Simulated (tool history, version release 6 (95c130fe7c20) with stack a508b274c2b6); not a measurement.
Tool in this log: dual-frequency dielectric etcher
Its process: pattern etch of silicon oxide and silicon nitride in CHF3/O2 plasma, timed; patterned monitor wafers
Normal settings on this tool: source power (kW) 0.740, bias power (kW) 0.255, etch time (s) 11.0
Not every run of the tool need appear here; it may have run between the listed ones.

| run | hour | source power (kW) | bias power (kW) | etch time (s) | read-back reference wafer on the same gauge, depth_nm | mean etch depth across the wafer (nm) |
|---|---|---|---|---|---|---|
| 1 | 0.0 | 0.850 | 0.282 | 11.0 | 23.50 | 23.17 |
| 2 | 35.5 | 0.850 | 0.282 | 11.0 | 23.49 | 23.41 |
| 3 | 68.4 | 0.850 | 0.282 | 11.0 | 23.54 | 23.65 |
| 4 | 93.8 | 0.740 | 0.255 | 11.0 | 23.55 | 21.47 |
| 5 | 128.0 | 0.740 | 0.255 | 11.0 | 23.51 | 21.37 |
| 6 | 146.2 | 0.740 | 0.255 | 11.0 | 23.52 | 21.50 |
|  | 161.5 | gauge calibrated |
| 7 | 175.5 | 0.740 | 0.255 | 11.0 | 23.52 | 21.54 |
|  | 184.3 | bias power generator calibrated |
|  | 220.2 | upper electrode replaced |
| 8 | 220.7 | 0.740 | 0.255 | 11.0 | 23.49 | 21.98 |
| 9 | 221.0 | 0.740 | 0.255 | 9.5 | 23.50 | 18.76 |
| 10 | 231.1 | 0.740 | 0.255 | 11.0 | 23.50 | 21.63 |
|  | 253.8 | source power generator calibrated |
| 11 | 254.3 | 0.740 | 0.255 | 13.5 | 23.48 | 26.73 |
| 12 | 264.3 | 0.570 | 0.293 | 11.0 | 23.51 | 20.22 |
| 13 | 280.0 | 0.830 | 0.209 | 12.0 | 23.44 | 23.48 |
|  | 315.0 | wet clean of the chamber |
| 14 | 315.5 | 0.810 | 0.298 | 8.0 | 23.53 | 16.29 |
| 15 | 349.5 | 0.740 | 0.255 | 11.0 | 23.47 | 20.70 |
| 16 | 363.6 | 0.740 | 0.255 | 11.0 | 23.51 | 20.77 |
| 17 | 389.1 | 0.790 | 0.238 | 9.0 | 23.48 | 17.22 |
| 18 | 415.8 | 0.680 | 0.285 | 8.5 | 23.47 | 16.05 |
| 19 | 430.8 | 0.850 | 0.282 | 11.0 | 23.52 | 22.79 |

Results for each run, recomputed without the tool's hidden state and with each run's random variation untouched:
The tool's hidden condition here consists of: etch rate over this chamber's usual, %; source power that arrives over what is set, %; bias power that arrives over what is set, %; gauge reads high (%).
| run | mean etch depth across the wafer (nm) |
|---|---|
| 1 | 22.52 |
| 2 | 22.68 |
| 3 | 22.86 |
| 4 | 20.70 |
| 5 | 20.55 |
| 6 | 20.64 |
| 7 | 20.64 |
| 8 | 20.98 |
| 9 | 17.91 |
| 10 | 20.63 |
| 11 | 25.44 |
| 12 | 19.23 |
| 13 | 22.30 |
| 14 | 16.33 |
| 15 | 20.68 |
| 16 | 20.73 |
| 17 | 17.15 |
| 18 | 15.95 |
| 19 | 22.62 |
